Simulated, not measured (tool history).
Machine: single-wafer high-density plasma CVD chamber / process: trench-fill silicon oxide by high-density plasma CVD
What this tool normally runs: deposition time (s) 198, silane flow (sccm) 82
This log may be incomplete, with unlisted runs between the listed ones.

| run | day | deposition time (s) | silane flow (sccm) | wafers since the last listed run | hours since the silane flow controller was replaced | hours since the gauge calibration | read-back reference wafer on the same gauge, thickness_nm | mean film thickness on the monitor wafer (nm) |
|---|---|---|---|---|---|---|---|---|
| 1 | 0.000 | 184 | 82 | 0 | 4653.0 | 542.0 | 1439.910 | 1527.431 |
| 2 | 0.808 | 184 | 82 | 213 | 4672.4 | 561.4 | 1440.202 | 1531.610 |
|  | 1.542 | gauge calibrated |
| 3 | 1.725 | 184 | 82 | 242 | 4694.4 | 4.4 | 1439.094 | 1525.557 |
| 4 | 2.688 | 198 | 79 | 254 | 4717.5 | 27.5 | 1439.782 | 1586.159 |
| 5 | 3.600 | 198 | 79 | 241 | 4739.4 | 49.4 | 1439.889 | 1596.618 |
| 6 | 4.579 | 198 | 79 | 258 | 4762.9 | 72.9 | 1440.948 | 1585.395 |
| 7 | 5.929 | 174 | 82 | 357 | 4795.3 | 105.3 | 1440.282 | 1448.312 |
| 8 | 6.558 | 174 | 82 | 166 | 4810.4 | 120.4 | 1440.793 | 1452.407 |
| 9 | 7.842 | 174 | 82 | 339 | 4841.2 | 151.2 | 1440.234 | 1449.183 |
| 10 | 8.783 | 198 | 82 | 249 | 4863.8 | 173.8 | 1441.046 | 1654.235 |
| 11 | 9.625 | 198 | 82 | 222 | 4884.0 | 194.0 | 1441.394 | 1653.901 |
| 12 | 11.079 | 198 | 82 | 384 | 4918.9 | 228.9 | 1440.109 | 1657.785 |
| 13 | 11.958 | 198 | 82 | 232 | 4940.0 | 250.0 | 1440.088 | 1659.096 |
| 14 | 12.892 | 198 | 82 | 246 | 4962.4 | 272.4 | 1439.952 | 1665.270 |
| 15 | 13.854 | 198 | 82 | 254 | 4985.5 | 295.5 | 1439.566 | 1654.647 |
|  | 15.079 | silane flow controller replaced |
| 16 | 15.100 | 198 | 82 | 241 | 0.5 | 325.4 | 1440.016 | 1554.208 |
| 17 | 16.012 | 198 | 82 | 241 | 22.4 | 347.3 | 1439.737 | 1554.893 |
| 18 | 16.912 | 198 | 75 | 238 | 44.0 | 368.9 | 1439.438 | 1425.708 |
| 19 | 17.583 | 181 | 70 | 177 | 60.1 | 385.0 | 1440.476 | 1210.440 |
| 20 | 19.046 | 198 | 88 | 386 | 95.2 | 420.1 | 1439.505 | 1666.654 |
| 21 | 19.600 | 167 | 97 | 146 | 108.5 | 433.4 | 1440.511 | 1544.870 |
| 22 | 20.750 | 174 | 82 | 304 | 136.1 | 461.0 | 1440.169 | 1365.200 |
|  | 21.458 | gauge calibrated |
| 23 | 21.496 | 210 | 69 | 197 | 154.0 | 0.9 | 1440.184 | 1390.323 |
| 24 | 22.929 | 161 | 76 | 379 | 188.4 | 35.3 | 1439.347 | 1172.958 |
| 25 | 24.292 | 211 | 82 | 360 | 221.1 | 68.0 | 1439.998 | 1655.139 |
| 26 | 25.683 | 198 | 82 | 368 | 254.5 | 101.4 | 1439.784 | 1559.664 |
| 27 | 27.146 | 236 | 82 | 386 | 289.6 | 136.5 | 1441.265 | 1849.934 |
| 28 | 28.329 | 175 | 96 | 312 | 318.0 | 164.9 | 1439.473 | 1613.758 |
| 29 | 28.992 | 198 | 74 | 175 | 333.9 | 180.8 | 1439.088 | 1398.437 |
| 30 | 29.508 | 218 | 92 | 136 | 346.3 | 193.2 | 1439.675 | 1915.241 |
| 31 | 30.388 | 226 | 89 | 232 | 367.4 | 214.3 | 1440.499 | 1922.022 |
| 32 | 31.396 | 170 | 98 | 266 | 391.6 | 238.5 | 1439.244 | 1592.783 |
| 33 | 32.842 | 198 | 82 | 382 | 426.3 | 273.2 | 1439.727 | 1553.082 |
| 34 | 33.375 | 228 | 95 | 141 | 439.1 | 286.0 | 1439.652 | 2068.417 |

Give the tool's hidden conditions for every run:
gauge reads high (%): 0, the same for each run
H1: delivered silane flow above the setpoint (%)
| run | H1 |
|---|---|
| 1 | 5.91 |
| 2 | 5.96 |
| 3 | 6.02 |
| 4 | 6.08 |
| 5 | 6.14 |
| 6 | 6.21 |
| 7 | 6.29 |
| 8 | 6.33 |
| 9 | 6.42 |
| 10 | 6.48 |
| 11 | 6.54 |
| 12 | 6.63 |
| 13 | 6.69 |
| 14 | 6.75 |
| 15 | 6.82 |
| 16 | -0.0856 |
| 17 | -0.0855 |
| 18 | -0.0851 |
| 19 | -0.0846 |
| 20 | -0.083 |
| 21 | -0.0823 |
| 22 | -0.0804 |
| 23 | -0.0789 |
| 24 | -0.0756 |
| 25 | -0.0718 |
| 26 | -0.0673 |
| 27 | -0.0619 |
| 28 | -0.057 |
| 29 | -0.054 |
| 30 | -0.0516 |
| 31 | -0.0474 |
| 32 | -0.0422 |
| 33 | -0.0341 |
| 34 | -0.031 |

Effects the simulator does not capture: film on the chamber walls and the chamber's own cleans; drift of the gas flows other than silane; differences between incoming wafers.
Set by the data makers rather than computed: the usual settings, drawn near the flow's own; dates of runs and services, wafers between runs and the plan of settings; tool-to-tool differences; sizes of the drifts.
